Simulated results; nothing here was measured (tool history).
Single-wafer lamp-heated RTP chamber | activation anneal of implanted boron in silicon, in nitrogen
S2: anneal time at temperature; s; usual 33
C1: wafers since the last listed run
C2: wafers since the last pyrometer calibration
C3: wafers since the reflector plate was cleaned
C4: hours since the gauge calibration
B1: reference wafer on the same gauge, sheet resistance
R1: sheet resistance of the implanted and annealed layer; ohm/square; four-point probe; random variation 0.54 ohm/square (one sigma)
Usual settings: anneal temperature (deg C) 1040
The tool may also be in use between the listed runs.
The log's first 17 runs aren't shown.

{"run": 18, "hour": 213.8, "anneal temperature (deg C)": 1040, "S2": 33, "C1": 177, "C2": 5248, "C3": 1096, "C4": 37.6, "B1": 288.48, "R1": 360.27}
{"run": 19, "hour": 227.0, "anneal temperature (deg C)": 1018, "S2": 23, "C1": 234, "C2": 5482, "C3": 1330, "C4": 50.8, "B1": 288.88, "R1": 363.61}
{"run": 20, "hour": 233.7, "anneal temperature (deg C)": 1040, "S2": 33, "C1": 119, "C2": 5601, "C3": 1449, "C4": 57.5, "B1": 289.06, "R1": 361.65}
{"run": 21, "hour": 241.2, "anneal temperature (deg C)": 1026, "S2": 38, "C1": 133, "C2": 5735, "C3": 1582, "C4": 65.0, "B1": 289.12, "R1": 361.04}
{"run": 22, "hour": 253.1, "anneal temperature (deg C)": 1053, "S2": 39, "C1": 211, "C2": 5946, "C3": 1794, "C4": 76.9, "B1": 289.36, "R1": 359.97}
{"hour": 269.5, "done": "pyrometer window cleaned and pyrometer calibrated"}
{"run": 23, "hour": 270.0, "anneal temperature (deg C)": 1040, "S2": 33, "C1": 158, "C2": 9, "C3": 1952, "C4": 93.8, "B1": 289.65, "R1": 361.29}
{"run": 24, "hour": 275.9, "anneal temperature (deg C)": 1022, "S2": 41, "C1": 104, "C2": 114, "C3": 2057, "C4": 99.7, "B1": 289.77, "R1": 361.76}
{"run": 25, "hour": 286.5, "anneal temperature (deg C)": 1059, "S2": 27, "C1": 188, "C2": 302, "C3": 2245, "C4": 110.3, "B1": 289.9, "R1": 362.17}
{"run": 26, "hour": 315.9, "anneal temperature (deg C)": 1040, "S2": 50, "C1": 522, "C2": 825, "C3": 2768, "C4": 139.7, "B1": 290.17, "R1": 360.09}
{"run": 27, "hour": 325.7, "anneal temperature (deg C)": 1031, "S2": 33, "C1": 174, "C2": 999, "C3": 2942, "C4": 149.5, "B1": 290.21, "R1": 362.12}
{"run": 28, "hour": 334.3, "anneal temperature (deg C)": 1062, "S2": 33, "C1": 152, "C2": 1151, "C3": 3094, "C4": 158.1, "B1": 290.33, "R1": 362.81}
{"run": 29, "hour": 344.0, "anneal temperature (deg C)": 1068, "S2": 19, "C1": 172, "C2": 1324, "C3": 3267, "C4": 167.8, "B1": 290.35, "R1": 363.32}
{"run": 30, "hour": 356.6, "anneal temperature (deg C)": 1063, "S2": 51, "C1": 223, "C2": 1548, "C3": 3491, "C4": 180.4, "B1": 290.46, "R1": 360.64}
{"run": 31, "hour": 373.7, "anneal temperature (deg C)": 1017, "S2": 40, "C1": 303, "C2": 1851, "C3": 3795, "C4": 197.5, "B1": 290.52, "R1": 363.89}
{"run": 32, "hour": 387.3, "anneal temperature (deg C)": 1040, "S2": 33, "C1": 241, "C2": 2093, "C3": 4036, "C4": 211.1, "B1": 290.58, "R1": 362.93}
{"run": 33, "hour": 395.7, "anneal temperature (deg C)": 1040, "S2": 40, "C1": 149, "C2": 2242, "C3": 4185, "C4": 219.5, "B1": 290.62, "R1": 362.83}
{"run": 34, "hour": 410.6, "anneal temperature (deg C)": 1040, "S2": 27, "C1": 264, "C2": 2507, "C3": 4450, "C4": 234.4, "B1": 290.67, "R1": 362.66}
{"run": 35, "hour": 418.0, "anneal temperature (deg C)": 1051, "S2": 18, "C1": 131, "C2": 2639, "C3": 4582, "C4": 241.8, "B1": 290.72, "R1": 364.23}
{"hour": 428.0, "done": "gauge calibrated"}
{"run": 36, "hour": 435.8, "anneal temperature (deg C)": 1031, "S2": 33, "C1": 316, "C2": 2955, "C3": 4898, "C4": 7.8, "B1": 287.51, "R1": 358.92}
{"run": 37, "hour": 452.1, "anneal temperature (deg C)": 1040, "S2": 33, "C1": 289, "C2": 3244, "C3": 5188, "C4": 24.1, "B1": 287.96, "R1": 358.97}
{"run": 38, "hour": 474.4, "anneal temperature (deg C)": 1040, "S2": 39, "C1": 396, "C2": 3641, "C3": 5584, "C4": 46.4, "B1": 288.53, "R1": 359.68}

3 ways to go on from here, each from the tool as it stands after run 38. What would each give?
{"run": "A", "hour": 474.8, "anneal temperature (deg C)": 1040, "S2": 17, "C1": 7, "C2": 3648, "C3": 5591, "C4": 46.8, "B1": "?", "R1": "?"}
{"run": "B", "hour": 474.8, "anneal temperature (deg C)": 1058, "S2": 50, "C1": 7, "C2": 3648, "C3": 5591, "C4": 46.8, "B1": "?", "R1": "?"}
{"run": "C", "hour": 474.8, "anneal temperature (deg C)": 1025, "S2": 49, "C1": 7, "C2": 3648, "C3": 5591, "C4": 46.8, "B1": "?", "R1": "?"}

run=A B1=288.59 R1=360.88
run=B B1=288.59 R1=358.02
run=C B1=288.59 R1=359.63
Without the tool's hidden state the same runs would have given:
run=A R1=358.90
run=B R1=356.05
run=C R1=357.66
